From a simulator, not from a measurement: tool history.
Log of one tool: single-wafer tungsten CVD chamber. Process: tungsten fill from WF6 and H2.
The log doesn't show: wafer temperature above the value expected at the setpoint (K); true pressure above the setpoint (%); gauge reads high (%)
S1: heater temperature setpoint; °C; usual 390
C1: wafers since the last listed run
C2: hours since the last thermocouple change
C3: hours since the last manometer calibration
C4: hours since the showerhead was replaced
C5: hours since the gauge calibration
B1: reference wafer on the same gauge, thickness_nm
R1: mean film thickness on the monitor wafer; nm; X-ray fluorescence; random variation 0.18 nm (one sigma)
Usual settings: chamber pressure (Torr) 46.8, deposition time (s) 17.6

run 1 hour=0 | S1=390 chamber_pressure_(Torr)=46.8 deposition_time_(s)=17.6 | C1=0 C2=1925.7 C3=1055 C4=7537.6 C5=106 | B1=46.981 | R1=56.525
run 2 hour=17.6 | S1=390 chamber_pressure_(Torr)=46.8 deposition_time_(s)=17.6 | C1=407 C2=1943.3 C3=1072.6 C4=7555.2 C5=123.6 | B1=47.035 | R1=56.171
run 3 hour=31 | S1=390 chamber_pressure_(Torr)=46.8 deposition_time_(s)=17.6 | C1=310 C2=1956.7 C3=1086 C4=7568.6 C5=137 | B1=47.001 | R1=56.398
run 4 hour=37.7 | S1=390 chamber_pressure_(Torr)=46.8 deposition_time_(s)=17.6 | C1=155 C2=1963.4 C3=1092.7 C4=7575.3 C5=143.7 | B1=46.991 | R1=56.299
run 5 hour=48.9 | S1=382 chamber_pressure_(Torr)=46.8 deposition_time_(s)=17.6 | C1=259 C2=1974.6 C3=1103.9 C4=7586.5 C5=154.9 | B1=47.04 | R1=49.257
run 6 hour=96.6 | S1=382 chamber_pressure_(Torr)=46.8 deposition_time_(s)=17.6 | C1=1103 C2=2022.3 C3=1151.6 C4=7634.2 C5=202.6 | B1=47.005 | R1=49.428
run 7 hour=112.7 | S1=382 chamber_pressure_(Torr)=46.8 deposition_time_(s)=17.6 | C1=372 C2=2038.4 C3=1167.7 C4=7650.3 C5=218.7 | B1=46.967 | R1=49.69
-- hour=131.4 capacitance manometer re-zeroed and calibrated
run 8 hour=131.9 | S1=401 chamber_pressure_(Torr)=46.8 deposition_time_(s)=17.6 | C1=259 C2=2057.6 C3=0.5 C4=7669.5 C5=237.9 | B1=46.998 | R1=67.671
run 9 hour=142.8 | S1=401 chamber_pressure_(Torr)=46.8 deposition_time_(s)=17.6 | C1=252 C2=2068.5 C3=11.4 C4=7680.4 C5=248.8 | B1=47.01 | R1=67.567
run 10 hour=155.7 | S1=390 chamber_pressure_(Torr)=43.6 deposition_time_(s)=17.6 | C1=298 C2=2081.4 C3=24.3 C4=7693.3 C5=261.7 | B1=46.963 | R1=54.691
run 11 hour=162 | S1=390 chamber_pressure_(Torr)=46.8 deposition_time_(s)=17.6 | C1=145 C2=2087.7 C3=30.6 C4=7699.6 C5=268 | B1=47.077 | R1=56.954
run 12 hour=173.4 | S1=384 chamber_pressure_(Torr)=38.6 deposition_time_(s)=17.6 | C1=263 C2=2099.1 C3=42 C4=7711 C5=279.4 | B1=47.007 | R1=47.099
run 13 hour=190.4 | S1=386 chamber_pressure_(Torr)=43.9 deposition_time_(s)=17.6 | C1=393 C2=2116.1 C3=59 C4=7728 C5=296.4 | B1=46.959 | R1=51.652
-- hour=210.1 thermocouple changed; heater temperature recalibrated
run 14 hour=210.6 | S1=390 chamber_pressure_(Torr)=46.8 deposition_time_(s)=16.1 | C1=282 C2=0.5 C3=79.2 C4=7748.2 C5=316.6 | B1=47.025 | R1=47.158
run 15 hour=223.3 | S1=398 chamber_pressure_(Torr)=46.8 deposition_time_(s)=17.6 | C1=293 C2=13.2 C3=91.9 C4=7760.9 C5=329.3 | B1=46.997 | R1=58.906

Run 16 comes next. What will it give?
run 16 hour=230.2 | S1=404 chamber_pressure_(Torr)=46.8 deposition_time_(s)=17.6 | C1=159 C2=20.1 C3=98.8 C4=7767.8 C5=336.2 | B1=? | R1=?

B1: 46.984
R1: 65.273 nm
Without the tool's hidden state the same run would have given R1 65.788 nm.

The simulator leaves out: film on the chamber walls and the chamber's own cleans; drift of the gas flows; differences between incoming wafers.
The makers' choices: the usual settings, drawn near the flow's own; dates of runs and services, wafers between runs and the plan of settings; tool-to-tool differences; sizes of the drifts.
